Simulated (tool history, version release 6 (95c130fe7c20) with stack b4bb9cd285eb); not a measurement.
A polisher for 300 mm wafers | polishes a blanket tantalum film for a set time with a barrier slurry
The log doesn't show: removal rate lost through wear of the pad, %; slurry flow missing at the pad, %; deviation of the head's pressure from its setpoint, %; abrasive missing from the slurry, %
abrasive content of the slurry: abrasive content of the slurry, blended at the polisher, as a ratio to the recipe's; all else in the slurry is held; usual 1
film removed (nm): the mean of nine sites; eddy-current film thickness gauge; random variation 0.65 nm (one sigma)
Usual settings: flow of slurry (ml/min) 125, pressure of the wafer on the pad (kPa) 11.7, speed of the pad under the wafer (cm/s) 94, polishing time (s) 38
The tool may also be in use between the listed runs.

run   hour  flow of slurry (ml/min)  pressure of the wafer on the pad (kPa)  speed of the pad under the wafer (cm/s)  abrasive content of the slurry  polishing time (s)  wafers since the last listed run  wafers polished on this pad  hours since the slurry nozzle was cleaned  hours since the head pressure was calibrated  hours since the slurry blender was calibrated  incoming thickness of the incoming film, nm  film removed (nm)
  1      0                      125                                    11.7                                       94                               1                  38                                 0                          107                                      103.7                                         347.5                                          130.9                                        281.9               54.7
  2   18.3                      125                                    11.7                                       94                               1                  38                               264                          372                                        122                                         365.8                                          149.2                                        281.3               54.3
  3     53                       95                                    11.7                                       94                               1                  38                               501                          873                                      156.7                                         400.5                                          183.9                                        279.1                 55
  4  121.6                      125                                    11.7                                       94                               1                  32                               991                         1864                                      225.3                                         469.1                                          252.5                                        275.5               47.6
  5  136.6                      125                                    11.7                                      110                               1                  38                               216                         2081                                      240.3                                         484.1                                          267.5                                        284.5               66.3
  6  169.5                      125                                    11.7                                      110                               1                  38                               475                         2557                                      273.2                                           517                                          300.4                                        281.1               65.9
  7  182.5                      125                                    11.7                                      110                               1                  38                               187                         2744                                      286.2                                           530                                          313.4                                        278.4               67.3
     194.4  -- worn pad replaced by a new one
  8  209.8                      125                                    14.5                                       94                               1                  38                               336                          222                                      313.5                                         557.3                                          340.7                                        277.5               65.4
     219.1  -- slurry blender recalibrated
  9  240.2                      125                                    14.5                                       94                               1                  38                               410                          632                                      343.9                                         587.7                                           21.1                                        283.7               65.2
     254.3  -- head pressure recalibrated
 10  271.6                      125                                    10.3                                       62                               1                  25                               424                         1057                                      375.3                                          17.3                                           52.5                                        276.1               21.6
 11    301                      105                                    11.7                                       94                               1                  26                               424                         1482                                      404.7                                          46.7                                           81.9                                        277.9               37.5
 12  333.2                      125                                    11.7                                       94                             1.3                  38                               465                         1947                                      436.9                                          78.9                                          114.1                                        281.1               57.2
 13  345.3                      125                                    11.7                                       94                               1                  38                               174                         2122                                        449                                            91                                          126.2                                        283.2               54.2
 14  364.6                      125                                       9                                       94                             1.2                  38                               278                         2401                                      468.3                                         110.3                                          145.5                                        278.3               48.9
 15  398.6                      125                                    13.1                                       80                               1                  38                               491                         2892                                      502.3                                         144.3                                          179.5                                        283.1               49.7
     412.6  -- worn pad replaced by a new one
 16    426                      125                                    11.7                                       94                               1                  38                               338                          193                                      529.7                                         171.7                                          206.9                                        282.4               55.4
       429  -- slurry nozzle cleaned
 17  444.8                      125                                    11.7                                       72                               1                  48                               257                          450                                       15.8                                         190.5                                          225.7                                          282               54.1
 18  459.7                      125                                    11.7                                       94                               1                  38                               215                          666                                       30.7                                         205.4                                          240.6                                        280.4                 55
 19    483                      140                                    11.7                                       94                               1                  38                               336                         1002                                         54                                         228.7                                          263.9                                        279.5               55.6
 20  498.9                      125                                    11.7                                       94                               1                  38                               229                         1232                                       69.9                                         244.6                                          279.8                                        285.1               55.2

Run 21 comes next. What will it give?
 21  518.6                      125                                    11.7                                       94                               1                  38                               284                         1517                                       89.6                                         264.3                                          299.5                                        281.7                  ?

{"run 21": {"film removed (nm)": 55}}
Without the tool's hidden state the same run would have given film removed (nm) 54.1.
